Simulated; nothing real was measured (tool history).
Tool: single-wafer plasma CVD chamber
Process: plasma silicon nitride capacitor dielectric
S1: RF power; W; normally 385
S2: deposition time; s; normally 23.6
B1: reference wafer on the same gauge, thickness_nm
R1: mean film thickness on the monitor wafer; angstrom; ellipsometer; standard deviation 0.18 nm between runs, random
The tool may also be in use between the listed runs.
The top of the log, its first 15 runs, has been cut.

Run 16, hour 1292.0: usual settings but S1 445 W, S2 22.4 s; B1 24.178. Result: R1 279.78 angstrom.
At hour 1397.1: gauge calibrated.
Run 17, hour 1463.4: usual settings but S1 315 W, S2 20.6 s; B1 25.353. Result: R1 248.08 angstrom.
Run 18, hour 1508.5: usual settings but S1 325 W; B1 25.345. Result: R1 284.84 angstrom.
Run 19, hour 1583.8: usual settings but S1 445 W, S2 22.4 s; B1 25.302. Result: R1 293.16 angstrom.
Run 20, hour 1660.3: usual settings; B1 25.232. Result: R1 297.10 angstrom.
Run 21, hour 1698.5: usual settings but S2 27.0 s; B1 25.133. Result: R1 343.68 angstrom.
Run 22, hour 1750.6: usual settings but S2 28.2 s; B1 25.157. Result: R1 354.95 angstrom.
Run 23, hour 1843.3: usual settings but S1 325 W, S2 21.3 s; B1 25.174. Result: R1 258.19 angstrom.
Run 24, hour 1916.9: usual settings but S2 25.8 s; B1 25.051. Result: R1 324.72 angstrom.
At hour 2057.0: RF generator calibrated.
Run 25, hour 2201.2: usual settings but S1 435 W, S2 22.1 s; B1 24.931. Result: R1 286.23 angstrom.

Run 26 has not been measured yet. What should we expect?
Run 26, hour 2242.4: usual settings but S1 365 W, S2 26.2 s; B1 ?. Result: R1 ?.

Run 26 yielded B1 24.928, R1 318.54 angstrom.
If the tool had no hidden condition, the same run with the same run-to-run variation would have returned R1 324.45 angstrom.

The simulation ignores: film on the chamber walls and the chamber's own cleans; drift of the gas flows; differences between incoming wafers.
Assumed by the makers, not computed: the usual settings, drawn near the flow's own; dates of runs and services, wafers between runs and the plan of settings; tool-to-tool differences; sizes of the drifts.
